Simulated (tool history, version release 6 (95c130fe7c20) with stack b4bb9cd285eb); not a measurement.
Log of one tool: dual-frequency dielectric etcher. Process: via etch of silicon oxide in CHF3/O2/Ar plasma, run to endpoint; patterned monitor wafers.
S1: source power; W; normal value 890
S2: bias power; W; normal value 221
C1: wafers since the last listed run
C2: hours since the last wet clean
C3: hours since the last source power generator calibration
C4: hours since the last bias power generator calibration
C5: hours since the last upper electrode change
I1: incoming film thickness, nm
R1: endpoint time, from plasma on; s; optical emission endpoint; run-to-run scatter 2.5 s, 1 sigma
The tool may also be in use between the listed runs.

run	hour	S1	S2	C1	C2	C3	C4	C5	I1	R1
1	0	1030	258	0	507.8	1448.2	2543.6	3339.5	704.9	252
2	18.1	800	221	103	525.9	1466.3	2561.7	3357.6	714.5	289.1
3	33.7	800	221	88	541.5	1481.9	2577.3	3373.2	709.7	284.2
4	54.7	800	221	119	562.5	1502.9	2598.3	3394.2	712.7	282.8
5	67.3	890	221	71	575.1	1515.5	2610.9	3406.8	700.8	271.9
# hour 96.5: wet clean of the chamber
6	97	890	221	32	0.5	1545.2	2640.6	3436.5	706.8	291.3
7	119.9	890	221	130	23.4	1568.1	2663.5	3459.4	705.3	290.3
8	174.4	890	221	310	77.9	1622.6	2718	3513.9	707.6	290.8
9	197.1	890	221	129	100.6	1645.3	2740.7	3536.6	702.6	286.3
10	219.8	890	221	129	123.3	1668	2763.4	3559.3	709.5	291.2
# hour 229.7: bias power generator calibrated
11	252.8	890	221	165	156.3	1701	23.1	3592.3	704.1	289.8
12	267.4	890	221	83	170.9	1715.6	37.7	3606.9	714.5	291.3
13	282.1	890	221	83	185.6	1730.3	52.4	3621.6	703.3	280
14	300.6	960	221	105	204.1	1748.8	70.9	3640.1	700.5	277.7
15	336.3	890	221	203	239.8	1784.5	106.6	3675.8	707.9	286.9
# hour 352.9: source power generator calibrated
16	357.5	680	246	98	261	4.6	127.8	3697	701.4	292.2
17	387	670	204	168	290.5	34.1	157.3	3726.5	705.1	315.5
18	461.5	1030	258	424	365	108.6	231.8	3801	709.4	256.4
19	476.1	890	249	83	379.6	123.2	246.4	3815.6	699.3	272.1
# hour 503.9: upper electrode replaced, of another model than before
20	505.3	830	177	29	408.8	152.4	275.6	1.4	707.6	317.7
21	533.4	830	199	160	436.9	180.5	303.7	29.5	703.8	301.6
22	564.2	700	198	175	467.7	211.3	334.5	60.3	710	322.3
23	578.7	890	262	82	482.2	225.8	349	74.8	708	262.7
# hour 612.5: wet clean of the chamber
24	613	890	221	58	0.5	260.1	383.3	109.1	709.1	289.4
25	624.1	970	221	63	11.6	271.2	394.4	120.2	703.8	276.4
26	653.2	980	255	165	40.7	300.3	423.5	149.3	708.7	263
27	674.1	950	251	119	61.6	321.2	444.4	170.2	716.4	268.2
28	693.4	890	196	110	80.9	340.5	463.7	189.5	706.2	302.6
29	727	890	221	191	114.5	374.1	497.3	223.1	712.9	293.1
30	752.1	890	221	143	139.6	399.2	522.4	248.2	713.2	289.4
31	765	690	181	73	152.5	412.1	535.3	261.1	707.1	344.3
32	785.1	1010	177	114	172.6	432.2	555.4	281.2	710.7	295.8
33	802	750	258	96	189.5	449.1	572.3	298.1	698.4	286
34	822.2	740	170	115	209.7	469.3	592.5	318.3	704.1	348.1

Selected run-to-run steps in R1, each split into two signed amounts: the part the tool would show with no hidden state at all (from settings, incoming material and random variation), and the remainder, which goes to the hidden state together with any gauge scatter not common to the measured and the hidden-state-free results:
The hidden state here: etch rate over this chamber's usual, %; source power that arrives over what is set, %; bias power that arrives over what is set, %.
Run 1 -> 2: S1 1030 -> 800, S2 258 -> 221. R1 +37.1 s: hidden state -2.3, all else +39.4.
Run 5 -> 6: wet clean of the chamber. R1 +19.4 s: hidden state +15.4, all else +4.
Run 17 -> 18: S1 670 -> 1030, S2 204 -> 258. R1 -59.1 s: hidden state -0.4, all else -58.7.
Run 22 -> 23: S1 700 -> 890, S2 198 -> 262. R1 -59.6 s: hidden state +2.2, all else -61.8.
Run 23 -> 24: S2 262 -> 221, wet clean of the chamber. R1 +26.7 s: hidden state +12, all else +14.7.
Run 33 -> 34: S1 750 -> 740, S2 258 -> 170. R1 +62.1 s: hidden state -1.5, all else +63.6.
